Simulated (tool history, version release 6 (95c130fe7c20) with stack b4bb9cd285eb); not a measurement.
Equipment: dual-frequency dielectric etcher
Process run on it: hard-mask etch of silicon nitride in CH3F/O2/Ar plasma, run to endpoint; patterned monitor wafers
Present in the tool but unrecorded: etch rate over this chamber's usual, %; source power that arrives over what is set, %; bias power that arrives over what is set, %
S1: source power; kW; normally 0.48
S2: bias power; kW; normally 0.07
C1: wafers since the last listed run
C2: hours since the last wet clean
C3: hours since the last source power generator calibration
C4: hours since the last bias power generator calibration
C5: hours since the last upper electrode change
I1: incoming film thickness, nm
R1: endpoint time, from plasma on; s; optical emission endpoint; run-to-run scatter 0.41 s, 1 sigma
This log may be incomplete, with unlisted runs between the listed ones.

Run 1, hour 0: usual settings but S2 0.084 kW; C1 0; C2 382.9; C3 1272.4; C4 3396.6; C5 3931.3; I1 37.75. Result: R1 48.2 s.
Run 2, hour 63.6: usual settings; C1 509; C2 446.5; C3 1336; C4 3460.2; C5 3994.9; I1 38.19. Result: R1 52.1 s.
Run 3, hour 107.9: usual settings; C1 355; C2 490.8; C3 1380.3; C4 3504.5; C5 4039.2; I1 37.81. Result: R1 51.8 s.
Run 4, hour 153.6: usual settings; C1 366; C2 536.5; C3 1426; C4 3550.2; C5 4084.9; I1 37.74. Result: R1 52.2 s.
At hour 197.1: bias power generator calibrated.
At hour 218.6: wet clean of the chamber.
Run 5, hour 232.6: usual settings but S1 0.45 kW; C1 428; C2 14; C3 1505; C4 35.5; C5 4163.9; I1 37.91. Result: R1 50.8 s.
Run 6, hour 284.5: usual settings but S1 0.42 kW; C1 416; C2 65.9; C3 1556.9; C4 87.4; C5 4215.8; I1 37.8. Result: R1 51.7 s.
Run 7, hour 386.9: usual settings but S1 0.42 kW; C1 821; C2 168.3; C3 1659.3; C4 189.8; C5 4318.2; I1 37.97. Result: R1 53 s.
Run 8, hour 469.9: usual settings; C1 665; C2 251.3; C3 1742.3; C4 272.8; C5 4401.2; I1 37.7. Result: R1 50.5 s.
Run 9, hour 530.9: usual settings; C1 489; C2 312.3; C3 1803.3; C4 333.8; C5 4462.2; I1 37.58. Result: R1 51 s.
Run 10, hour 637.1: usual settings; C1 851; C2 418.5; C3 1909.5; C4 440; C5 4568.4; I1 37.35. Result: R1 51.7 s.
Run 11, hour 683.7: usual settings; C1 373; C2 465.1; C3 1956.1; C4 486.6; C5 4615; I1 38.04. Result: R1 51.9 s.
At hour 773.2: wet clean of the chamber.
Run 12, hour 788.3: usual settings but S1 0.58 kW; C1 646; C2 15.1; C3 2060.7; C4 591.2; C5 4719.6; I1 37.96. Result: R1 47 s.
At hour 819: upper electrode replaced.
Run 13, hour 829.8: usual settings but S1 0.58 kW, S2 0.061 kW; C1 140; C2 56.6; C3 2102.2; C4 632.7; C5 10.8; I1 37.84. Result: R1 50.2 s.
At hour 861.2: source power generator calibrated.
Run 14, hour 905.4: usual settings but S1 0.52 kW, S2 0.052 kW; C1 574; C2 132.2; C3 44.2; C4 708.3; C5 86.4; I1 38.09. Result: R1 54.6 s.
Run 15, hour 991.7: usual settings but S2 0.058 kW; C1 692; C2 218.5; C3 130.5; C4 794.6; C5 172.7; I1 37.51. Result: R1 54.4 s.
Run 16, hour 1081.4: usual settings but S1 0.42 kW, S2 0.078 kW; C1 719; C2 308.2; C3 220.2; C4 884.3; C5 262.4; I1 37.75. Result: R1 50.7 s.
Run 17, hour 1154.1: usual settings but S1 0.58 kW, S2 0.054 kW; C1 582; C2 380.9; C3 292.9; C4 957; C5 335.1; I1 37.68. Result: R1 53 s.
Run 18, hour 1198: usual settings but S1 0.57 kW; C1 352; C2 424.8; C3 336.8; C4 1000.9; C5 379; I1 37.91. Result: R1 49.4 s.
Run 19, hour 1243.6: usual settings; C1 365; C2 470.4; C3 382.4; C4 1046.5; C5 424.6; I1 37.74. Result: R1 51.6 s.
Run 20, hour 1283.2: usual settings but S1 0.56 kW; C1 317; C2 510; C3 422; C4 1086.1; C5 464.2; I1 37.64. Result: R1 49.8 s.
Run 21, hour 1384.5: usual settings; C1 812; C2 611.3; C3 523.3; C4 1187.4; C5 565.5; I1 37.54. Result: R1 51.7 s.
Run 22, hour 1428.3: usual settings but S1 0.41 kW; C1 351; C2 655.1; C3 567.1; C4 1231.2; C5 609.3; I1 37.42. Result: R1 54.4 s.
At hour 1504.6: wet clean of the chamber.
Run 23, hour 1505.1: usual settings but S1 0.52 kW, S2 0.055 kW; C1 423; C2 0.5; C3 643.9; C4 1308; C5 686.1; I1 37.75. Result: R1 52.5 s.
Run 24, hour 1547.7: usual settings but S1 0.55 kW, S2 0.087 kW; C1 341; C2 43.1; C3 686.5; C4 1350.6; C5 728.7; I1 37.59. Result: R1 44.2 s.
Run 25, hour 1638.8: usual settings but S1 0.51 kW, S2 0.065 kW; C1 730; C2 134.2; C3 777.6; C4 1441.7; C5 819.8; I1 37.9. Result: R1 51 s.
Run 26, hour 1724.6: usual settings but S1 0.55 kW, S2 0.057 kW; C1 688; C2 220; C3 863.4; C4 1527.5; C5 905.6; I1 37.84. Result: R1 53.3 s.
Run 27, hour 1793.6: usual settings but S1 0.56 kW, S2 0.086 kW; C1 553; C2 289; C3 932.4; C4 1596.5; C5 974.6; I1 37.63. Result: R1 44.4 s.
Run 28, hour 1849: usual settings; C1 444; C2 344.4; C3 987.8; C4 1651.9; C5 1030; I1 37.58. Result: R1 50.6 s.
Run 29, hour 1896.5: usual settings but S1 0.43 kW, S2 0.053 kW; C1 380; C2 391.9; C3 1035.3; C4 1699.4; C5 1077.5; I1 37.58. Result: R1 58.3 s.
Run 30, hour 1971.4: usual settings but S1 0.4 kW, S2 0.083 kW; C1 600; C2 466.8; C3 1110.2; C4 1774.3; C5 1152.4; I1 37.47. Result: R1 49.6 s.
Run 31, hour 2008.8: usual settings; C1 299; C2 504.2; C3 1147.6; C4 1811.7; C5 1189.8; I1 37.66. Result: R1 51.7 s.
Run 32, hour 2109.8: usual settings but S1 0.51 kW, S2 0.087 kW; C1 809; C2 605.2; C3 1248.6; C4 1912.7; C5 1290.8; I1 37.56. Result: R1 47.5 s.

Run 33 has not been measured yet. What should we expect?
Run 33, hour 2182.9: usual settings; C1 586; C2 678.3; C3 1321.7; C4 1985.8; C5 1363.9; I1 37.28. Result: R1 ?.

Run 33 produced R1 51.6 s.
Take away the tool's hidden state, keep the run-to-run variation as it was, and the same run would have given R1 49 s.
